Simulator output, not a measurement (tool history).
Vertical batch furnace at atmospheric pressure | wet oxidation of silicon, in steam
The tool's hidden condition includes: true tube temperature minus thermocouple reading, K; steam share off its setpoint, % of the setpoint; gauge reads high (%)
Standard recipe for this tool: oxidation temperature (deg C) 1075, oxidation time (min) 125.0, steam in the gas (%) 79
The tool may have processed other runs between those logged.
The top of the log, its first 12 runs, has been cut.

run	hour	oxidation temperature (deg C)	oxidation time (min)	steam in the gas (%)	wafers since the last listed run	hours since the last temperature calibration	hours since the steam generator was serviced	hours since the gauge calibration	read-back reference wafer on the same gauge, thickness	oxide thickness on the monitor wafer (angstrom)
# hour 290.0: thermocouples replaced and temperature profile calibrated
13	290.5	1094	125.0	88	170	0.5	1545.3	50.9	872.32	9703.3
14	296.1	1075	125.0	79	57	6.1	1550.9	56.5	872.17	8429.1
15	327.1	1075	125.0	79	319	37.1	1581.9	87.5	873.80	8405.1
16	357.8	1075	125.0	79	316	67.8	1612.6	118.2	870.47	8318.5
17	377.0	1075	125.0	79	197	87.0	1631.8	137.4	872.96	8542.5
18	395.9	1082	125.0	89	194	105.9	1650.7	156.3	871.52	9302.2
19	410.3	1059	125.0	79	148	120.3	1665.1	170.7	873.46	7912.6
20	433.2	1075	125.0	79	235	143.2	1688.0	193.6	870.65	8384.9
# hour 481.5: steam generator serviced
21	482.0	1075	110.5	79	255	192.0	0.5	242.4	870.03	7899.9
22	487.5	1093	125.0	79	56	197.5	6.0	247.9	870.95	9109.2
23	514.8	1094	125.0	88	281	224.8	33.3	275.2	872.32	9506.7
24	536.9	1075	157.5	85	227	246.9	55.4	297.3	870.92	9938.3
25	558.2	1085	79.0	86	219	268.2	76.7	318.6	874.75	7181.5
26	572.5	1089	125.0	79	147	282.5	91.0	332.9	873.35	8915.7
27	590.4	1094	125.0	88	184	300.4	108.9	350.8	871.94	9525.7
28	603.6	1094	125.0	88	136	313.6	122.1	364.0	870.89	9547.8
29	620.5	1095	143.0	73	174	330.5	139.0	380.9	872.90	9430.4
30	647.7	1075	125.0	75	280	357.7	166.2	408.1	873.18	8203.8
31	735.4	1075	125.0	79	903	445.4	253.9	495.8	872.88	8539.7
32	749.2	1095	125.0	79	142	459.2	267.7	509.6	872.47	9105.8
33	761.9	1075	125.0	68	130	471.9	280.4	522.3	870.17	7765.2
34	781.4	1086	102.5	91	200	491.4	299.9	541.8	872.69	8484.4

Alternative continuations, all from the tool just after run 34; predict every row:
A	787.0	1075	125.0	79	57	497.0	305.5	547.4	?	?
B	787.0	1082	85.5	79	57	497.0	305.5	547.4	?	?
C	787.0	1064	62.5	86	57	497.0	305.5	547.4	?	?
D	787.0	1090	67.5	74	57	497.0	305.5	547.4	?	?
E	787.0	1063	102.5	86	57	497.0	305.5	547.4	?	?

run	read-back reference wafer on the same gauge, thickness	oxide thickness on the monitor wafer (angstrom)
A	870.58	8438.2
B	870.58	7013.4
C	870.58	5677.6
D	870.58	6106.7
E	870.58	7527.6
With the hidden condition removed and each run's random variation left untouched, the same runs would have given:
run	oxide thickness on the monitor wafer (angstrom)
A	8438.2
B	7013.4
C	5677.6
D	6106.7
E	7527.6
